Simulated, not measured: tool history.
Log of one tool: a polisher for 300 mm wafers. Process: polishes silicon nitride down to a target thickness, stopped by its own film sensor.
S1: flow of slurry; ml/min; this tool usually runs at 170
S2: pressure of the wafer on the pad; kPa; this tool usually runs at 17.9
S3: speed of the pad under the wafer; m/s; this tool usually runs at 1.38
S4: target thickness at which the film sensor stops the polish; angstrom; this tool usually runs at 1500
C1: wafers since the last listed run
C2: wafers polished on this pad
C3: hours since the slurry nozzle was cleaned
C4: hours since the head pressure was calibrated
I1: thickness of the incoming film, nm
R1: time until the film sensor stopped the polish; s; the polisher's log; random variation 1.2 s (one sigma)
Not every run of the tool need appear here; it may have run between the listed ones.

{"run": 1, "hour": 0.0, "S1": 170, "S2": 17.9, "S3": 1.38, "S4": 1500, "C1": 0, "C2": 707, "C3": 604.3, "C4": 670.9, "I1": 351.8, "R1": 93.6}
{"run": 2, "hour": 13.0, "S1": 170, "S2": 17.9, "S3": 1.38, "S4": 1500, "C1": 84, "C2": 792, "C3": 617.3, "C4": 683.9, "I1": 351.1, "R1": 94.2}
{"run": 3, "hour": 27.3, "S1": 170, "S2": 17.9, "S3": 1.38, "S4": 1500, "C1": 92, "C2": 885, "C3": 631.6, "C4": 698.2, "I1": 351.3, "R1": 92.7}
{"hour": 35.4, "done": "head pressure recalibrated"}
{"run": 4, "hour": 40.5, "S1": 170, "S2": 17.9, "S3": 1.38, "S4": 1500, "C1": 72, "C2": 957, "C3": 644.8, "C4": 5.1, "I1": 352.9, "R1": 100.5}
{"run": 5, "hour": 51.5, "S1": 170, "S2": 17.9, "S3": 1.6, "S4": 1500, "C1": 71, "C2": 1029, "C3": 655.8, "C4": 16.1, "I1": 348.9, "R1": 88}
{"run": 6, "hour": 57.7, "S1": 170, "S2": 17.9, "S3": 1.38, "S4": 1500, "C1": 40, "C2": 1069, "C3": 662, "C4": 22.3, "I1": 351.6, "R1": 97.2}
{"run": 7, "hour": 66.7, "S1": 170, "S2": 17.9, "S3": 1.38, "S4": 1500, "C1": 58, "C2": 1128, "C3": 671, "C4": 31.3, "I1": 347.3, "R1": 96.3}
{"hour": 80.5, "done": "worn pad replaced by a new one"}
{"run": 8, "hour": 81.0, "S1": 130, "S2": 17.9, "S3": 1.38, "S4": 1500, "C1": 66, "C2": 3, "C3": 685.3, "C4": 45.6, "I1": 354.9, "R1": 105.4}
{"run": 9, "hour": 94.7, "S1": 170, "S2": 17.9, "S3": 1.38, "S4": 1500, "C1": 89, "C2": 92, "C3": 699, "C4": 59.3, "I1": 357.8, "R1": 100.4}
{"run": 10, "hour": 112.6, "S1": 170, "S2": 17.9, "S3": 1.38, "S4": 1500, "C1": 116, "C2": 208, "C3": 716.9, "C4": 77.2, "I1": 346.2, "R1": 93.3}
{"run": 11, "hour": 122.0, "S1": 170, "S2": 17.9, "S3": 1.38, "S4": 1500, "C1": 61, "C2": 269, "C3": 726.3, "C4": 86.6, "I1": 353.4, "R1": 99.4}
{"run": 12, "hour": 129.8, "S1": 155, "S2": 17.9, "S3": 1.38, "S4": 1500, "C1": 50, "C2": 320, "C3": 734.1, "C4": 94.4, "I1": 348.2, "R1": 96.9}
{"hour": 135.9, "done": "slurry nozzle cleaned"}
{"run": 13, "hour": 143.7, "S1": 170, "S2": 17.9, "S3": 1.14, "S4": 1500, "C1": 83, "C2": 403, "C3": 7.8, "C4": 108.3, "I1": 351.9, "R1": 111.7}
{"run": 14, "hour": 160.2, "S1": 195, "S2": 17.9, "S3": 1.7, "S4": 2130, "C1": 107, "C2": 511, "C3": 24.3, "C4": 124.8, "I1": 355, "R1": 56.7}
{"run": 15, "hour": 172.6, "S1": 170, "S2": 17.9, "S3": 1.38, "S4": 1500, "C1": 80, "C2": 591, "C3": 36.7, "C4": 137.2, "I1": 350, "R1": 97.9}
{"run": 16, "hour": 178.7, "S1": 145, "S2": 17.9, "S3": 1.24, "S4": 1500, "C1": 39, "C2": 631, "C3": 42.8, "C4": 143.3, "I1": 357.6, "R1": 111.9}
{"run": 17, "hour": 190.8, "S1": 220, "S2": 13.1, "S3": 1.8, "S4": 1500, "C1": 78, "C2": 709, "C3": 54.9, "C4": 155.4, "I1": 348.5, "R1": 90.8}
{"run": 18, "hour": 200.5, "S1": 195, "S2": 13.1, "S3": 1, "S4": 1740, "C1": 63, "C2": 772, "C3": 64.6, "C4": 165.1, "I1": 344.6, "R1": 121.3}
{"run": 19, "hour": 214.2, "S1": 170, "S2": 17.9, "S3": 1.38, "S4": 890, "C1": 89, "C2": 861, "C3": 78.3, "C4": 178.8, "I1": 350.2, "R1": 124.1}
{"run": 20, "hour": 221.9, "S1": 140, "S2": 13.1, "S3": 1.16, "S4": 1890, "C1": 50, "C2": 912, "C3": 86, "C4": 186.5, "I1": 349.6, "R1": 109.9}
{"run": 21, "hour": 229.0, "S1": 170, "S2": 17.9, "S3": 1.38, "S4": 1500, "C1": 46, "C2": 958, "C3": 93.1, "C4": 193.6, "I1": 350.6, "R1": 95.2}
{"run": 22, "hour": 243.8, "S1": 170, "S2": 17.9, "S3": 1.38, "S4": 1500, "C1": 96, "C2": 1054, "C3": 107.9, "C4": 208.4, "I1": 351.8, "R1": 98.1}
{"hour": 256.8, "done": "worn pad replaced by a new one"}
{"run": 23, "hour": 257.3, "S1": 195, "S2": 17.9, "S3": 1.7, "S4": 1960, "C1": 61, "C2": 3, "C3": 121.4, "C4": 221.9, "I1": 346.7, "R1": 58.4}
{"run": 24, "hour": 262.6, "S1": 170, "S2": 22.8, "S3": 1.38, "S4": 1500, "C1": 34, "C2": 37, "C3": 126.7, "C4": 227.2, "I1": 354.5, "R1": 83.1}
{"run": 25, "hour": 270.6, "S1": 205, "S2": 21.4, "S3": 1.1, "S4": 1170, "C1": 51, "C2": 89, "C3": 134.7, "C4": 235.2, "I1": 348.6, "R1": 113.7}
{"run": 26, "hour": 280.5, "S1": 210, "S2": 24.1, "S3": 1.82, "S4": 1500, "C1": 64, "C2": 154, "C3": 144.6, "C4": 245.1, "I1": 347.2, "R1": 61.1}
{"run": 27, "hour": 286.8, "S1": 195, "S2": 13.1, "S3": 1, "S4": 1740, "C1": 40, "C2": 195, "C3": 150.9, "C4": 251.4, "I1": 349.7, "R1": 124.5}
{"run": 28, "hour": 293.4, "S1": 170, "S2": 17.9, "S3": 1.72, "S4": 1500, "C1": 42, "C2": 237, "C3": 157.5, "C4": 258, "I1": 353.7, "R1": 80.6}
{"run": 29, "hour": 299.4, "S1": 170, "S2": 17.9, "S3": 1.38, "S4": 1300, "C1": 38, "C2": 276, "C3": 163.5, "C4": 264, "I1": 347.4, "R1": 100.8}
{"run": 30, "hour": 309.5, "S1": 170, "S2": 17.9, "S3": 1.38, "S4": 1500, "C1": 65, "C2": 342, "C3": 173.6, "C4": 274.1, "I1": 349.2, "R1": 95.4}
{"run": 31, "hour": 320.9, "S1": 170, "S2": 17.9, "S3": 1.38, "S4": 1500, "C1": 74, "C2": 416, "C3": 185, "C4": 285.5, "I1": 346.3, "R1": 92.2}
{"run": 32, "hour": 332.3, "S1": 170, "S2": 24.1, "S3": 1.38, "S4": 1320, "C1": 74, "C2": 490, "C3": 196.4, "C4": 296.9, "I1": 347, "R1": 82}
{"run": 33, "hour": 338.4, "S1": 130, "S2": 14.5, "S3": 1.38, "S4": 1500, "C1": 39, "C2": 530, "C3": 202.5, "C4": 303, "I1": 350.7, "R1": 113.7}
{"run": 34, "hour": 355.9, "S1": 110, "S2": 15.2, "S3": 1.38, "S4": 1890, "C1": 113, "C2": 643, "C3": 220, "C4": 320.5, "I1": 353, "R1": 92.9}
{"run": 35, "hour": 366.7, "S1": 170, "S2": 17.9, "S3": 1.38, "S4": 1500, "C1": 70, "C2": 714, "C3": 230.8, "C4": 331.3, "I1": 351.6, "R1": 96.3}
{"run": 36, "hour": 375.9, "S1": 170, "S2": 17.9, "S3": 1.38, "S4": 1500, "C1": 59, "C2": 773, "C3": 240, "C4": 340.5, "I1": 343.4, "R1": 91.8}
{"run": 37, "hour": 389.2, "S1": 170, "S2": 17.9, "S3": 1.1, "S4": 1740, "C1": 86, "C2": 860, "C3": 253.3, "C4": 353.8, "I1": 353.2, "R1": 98.9}

Run-by-run hidden state of the tool:
removal rate lost through wear of the pad, %: 0 in every run
slurry flow missing at the pad, %: 0 in every run
H1: deviation of the head's pressure from its setpoint, %
run=1 H1=11.4
run=2 H1=11.5
run=3 H1=11.5
run=4 H1=-0.274
run=5 H1=0.241
run=6 H1=0.522
run=7 H1=0.918
run=8 H1=1.52
run=9 H1=2.07
run=10 H1=2.74
run=11 H1=3.07
run=12 H1=3.34
run=13 H1=3.8
run=14 H1=4.31
run=15 H1=4.68
run=16 H1=4.85
run=17 H1=5.18
run=18 H1=5.43
run=19 H1=5.78
run=20 H1=5.96
run=21 H1=6.13
run=22 H1=6.46
run=23 H1=6.75
run=24 H1=6.86
run=25 H1=7.02
run=26 H1=7.21
run=27 H1=7.33
run=28 H1=7.45
run=29 H1=7.55
run=30 H1=7.73
run=31 H1=7.92
run=32 H1=8.1
run=33 H1=8.19
run=34 H1=8.45
run=35 H1=8.6
run=36 H1=8.72
run=37 H1=8.89
